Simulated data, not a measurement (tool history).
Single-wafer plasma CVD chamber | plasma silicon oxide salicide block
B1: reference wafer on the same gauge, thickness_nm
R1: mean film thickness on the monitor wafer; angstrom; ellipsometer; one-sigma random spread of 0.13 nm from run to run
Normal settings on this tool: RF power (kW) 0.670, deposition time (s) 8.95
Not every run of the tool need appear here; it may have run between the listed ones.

{"run": 1, "hour": 0.0, "RF power (kW)": 0.67, "deposition time (s)": 8.95, "B1": 94.285, "R1": 822.0}
{"run": 2, "hour": 6.8, "RF power (kW)": 0.67, "deposition time (s)": 8.95, "B1": 94.313, "R1": 821.62}
{"run": 3, "hour": 16.1, "RF power (kW)": 0.67, "deposition time (s)": 8.95, "B1": 94.317, "R1": 818.59}
{"run": 4, "hour": 33.9, "RF power (kW)": 0.67, "deposition time (s)": 7.57, "B1": 94.204, "R1": 693.12}
{"run": 5, "hour": 40.8, "RF power (kW)": 0.67, "deposition time (s)": 7.57, "B1": 94.335, "R1": 693.43}
{"run": 6, "hour": 53.9, "RF power (kW)": 0.67, "deposition time (s)": 7.57, "B1": 94.338, "R1": 693.15}
{"run": 7, "hour": 60.6, "RF power (kW)": 0.625, "deposition time (s)": 8.95, "B1": 94.356, "R1": 799.71}
{"run": 8, "hour": 72.2, "RF power (kW)": 0.625, "deposition time (s)": 8.95, "B1": 94.345, "R1": 799.61}
{"run": 9, "hour": 81.6, "RF power (kW)": 0.67, "deposition time (s)": 8.95, "B1": 94.364, "R1": 821.39}
{"run": 10, "hour": 89.1, "RF power (kW)": 0.67, "deposition time (s)": 10.28, "B1": 94.257, "R1": 941.06}
{"run": 11, "hour": 105.0, "RF power (kW)": 0.67, "deposition time (s)": 10.28, "B1": 94.335, "R1": 940.02}
{"run": 12, "hour": 115.1, "RF power (kW)": 0.67, "deposition time (s)": 10.28, "B1": 94.27, "R1": 941.58}
{"run": 13, "hour": 131.3, "RF power (kW)": 0.62, "deposition time (s)": 8.95, "B1": 94.285, "R1": 794.73}
{"run": 14, "hour": 138.1, "RF power (kW)": 0.62, "deposition time (s)": 8.95, "B1": 94.257, "R1": 794.67}
{"run": 15, "hour": 144.6, "RF power (kW)": 0.62, "deposition time (s)": 8.95, "B1": 94.254, "R1": 794.69}
{"hour": 148.2, "done": "gauge calibrated"}
{"run": 16, "hour": 156.3, "RF power (kW)": 0.605, "deposition time (s)": 8.95, "B1": 94.376, "R1": 788.68}
{"run": 17, "hour": 166.5, "RF power (kW)": 0.67, "deposition time (s)": 8.95, "B1": 94.385, "R1": 818.69}
{"run": 18, "hour": 173.1, "RF power (kW)": 0.735, "deposition time (s)": 8.95, "B1": 94.271, "R1": 849.84}
{"hour": 189.2, "done": "showerhead replaced"}
{"run": 19, "hour": 189.7, "RF power (kW)": 0.67, "deposition time (s)": 8.95, "B1": 94.317, "R1": 820.42}
{"run": 20, "hour": 199.3, "RF power (kW)": 0.785, "deposition time (s)": 8.95, "B1": 94.352, "R1": 869.32}
{"run": 21, "hour": 207.1, "RF power (kW)": 0.67, "deposition time (s)": 7.65, "B1": 94.318, "R1": 699.48}
{"run": 22, "hour": 217.8, "RF power (kW)": 0.67, "deposition time (s)": 7.46, "B1": 94.327, "R1": 682.39}
{"run": 23, "hour": 234.8, "RF power (kW)": 0.55, "deposition time (s)": 8.95, "B1": 94.299, "R1": 756.09}
{"run": 24, "hour": 244.0, "RF power (kW)": 0.67, "deposition time (s)": 10.57, "B1": 94.264, "R1": 967.62}
{"run": 25, "hour": 258.6, "RF power (kW)": 0.76, "deposition time (s)": 7.57, "B1": 94.311, "R1": 727.97}
{"hour": 277.2, "done": "RF generator calibrated"}
{"run": 26, "hour": 277.7, "RF power (kW)": 0.775, "deposition time (s)": 10.71, "B1": 94.212, "R1": 1074.19}
{"run": 27, "hour": 287.4, "RF power (kW)": 0.54, "deposition time (s)": 9.43, "B1": 94.263, "R1": 819.69}
{"run": 28, "hour": 296.2, "RF power (kW)": 0.67, "deposition time (s)": 8.95, "B1": 94.265, "R1": 844.88}
{"run": 29, "hour": 307.6, "RF power (kW)": 0.615, "deposition time (s)": 10.23, "B1": 94.313, "R1": 936.48}
{"run": 30, "hour": 316.9, "RF power (kW)": 0.67, "deposition time (s)": 8.95, "B1": 94.358, "R1": 843.77}
{"run": 31, "hour": 334.5, "RF power (kW)": 0.67, "deposition time (s)": 8.95, "B1": 94.29, "R1": 845.12}
{"run": 32, "hour": 348.1, "RF power (kW)": 0.67, "deposition time (s)": 8.95, "B1": 94.273, "R1": 844.19}
{"run": 33, "hour": 354.2, "RF power (kW)": 0.795, "deposition time (s)": 8.95, "B1": 94.328, "R1": 900.73}
{"run": 34, "hour": 369.8, "RF power (kW)": 0.67, "deposition time (s)": 8.95, "B1": 94.279, "R1": 843.27}

For each run, the measured value with the value that run would have given without the tool's hidden condition subtracted. The run-to-run variation is shared by both, the gauge scatter possibly not:
The tool's hidden condition here consists of: delivered RF power above the setpoint (%); gauge reads high (%).
run=1 R1=-29.43
run=2 R1=-29.45
run=3 R1=-29.38
run=4 R1=-24.94
run=5 R1=-24.97
run=6 R1=-25.01
run=7 R1=-28.87
run=8 R1=-28.92
run=9 R1=-29.73
run=10 R1=-34.10
run=11 R1=-34.12
run=12 R1=-34.22
run=13 R1=-28.94
run=14 R1=-28.95
run=15 R1=-28.98
run=16 R1=-28.80
run=17 R1=-29.92
run=18 R1=-31.08
run=19 R1=-30.05
run=20 R1=-31.88
run=21 R1=-25.67
run=22 R1=-25.06
run=23 R1=-27.81
run=24 R1=-35.63
run=25 R1=-26.84
run=26 R1=-1.62
run=27 R1=-1.73
run=28 R1=-2.24
run=29 R1=-3.12
run=30 R1=-3.28
run=31 R1=-4.15
run=32 R1=-4.79
run=33 R1=-5.42
run=34 R1=-5.79
